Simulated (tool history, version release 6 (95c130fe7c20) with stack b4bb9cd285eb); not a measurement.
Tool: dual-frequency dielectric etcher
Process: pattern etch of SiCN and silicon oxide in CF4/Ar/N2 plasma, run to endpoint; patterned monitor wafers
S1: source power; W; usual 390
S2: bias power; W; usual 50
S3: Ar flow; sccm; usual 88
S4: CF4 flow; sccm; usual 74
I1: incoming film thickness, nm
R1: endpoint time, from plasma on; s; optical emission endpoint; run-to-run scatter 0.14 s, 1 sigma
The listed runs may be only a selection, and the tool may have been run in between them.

run	hour	S1	S2	S3	S4	I1	R1
1	0	480	53	88	74	17.48	21.8
2	10.1	390	61	88	74	17.46	24.2
3	26.6	390	50	88	74	17.53	26.6
4	45.1	390	50	88	57	17.52	29
5	50.8	390	50	106	74	17.6	28
6	61.5	390	50	110	65	17.4	29
7	76.6	420	50	88	74	17.55	25.2
8	87.1	470	40	81	74	17.46	24.6
9	105	390	50	88	74	17.28	26.7
10	117.4	490	55	67	74	17.37	19.9
11	158.4	390	50	88	88	17.53	26.3
12	158.7	450	50	102	61	17.37	25.9
13	162.6	480	50	88	74	17.5	22.7
14	213.4	390	50	88	74	17.46	26.5
15	228	390	50	88	87	17.37	25.4
16	245.9	490	50	88	74	17.65	21.9
17	261.4	390	50	88	74	17.35	26.3
18	279.2	360	50	107	65	17.6	31
19	324.7	350	50	88	74	17.37	29.1
20	335.6	390	50	88	74	17.38	26.5
21	347.9	390	50	88	74	17.45	26.7
22	362.2	390	50	88	59	17.4	28.8
23	405.2	390	41	110	74	17.34	30.8

Missing from the log above: 4 entries noted between runs. For each, name the pair of listed runs it sits between and say how the tool's hidden condition differs from the listed run just before to the listed run just after:
Between runs 3 and 4: CF4 flow controller replaced (hour 44.6)
  etch rate over this chamber's usual, %: -2.51 -> -2.77
  measured result minus the result with no hidden state, R1: +0.7 -> +0.8 s
Between runs 10 and 11: upper electrode replaced (hour 157.9)
  etch rate over this chamber's usual, %: -3.8 -> -4.39
  measured result minus the result with no hidden state, R1: +0.7 -> +1.1 s
Between runs 13 and 14: Ar flow controller replaced (hour 190.5); wet clean of the chamber (hour 207.3)
  etch rate over this chamber's usual, %: -4.45 -> -1.41
  measured result minus the result with no hidden state, R1: +1 -> +0.3 s

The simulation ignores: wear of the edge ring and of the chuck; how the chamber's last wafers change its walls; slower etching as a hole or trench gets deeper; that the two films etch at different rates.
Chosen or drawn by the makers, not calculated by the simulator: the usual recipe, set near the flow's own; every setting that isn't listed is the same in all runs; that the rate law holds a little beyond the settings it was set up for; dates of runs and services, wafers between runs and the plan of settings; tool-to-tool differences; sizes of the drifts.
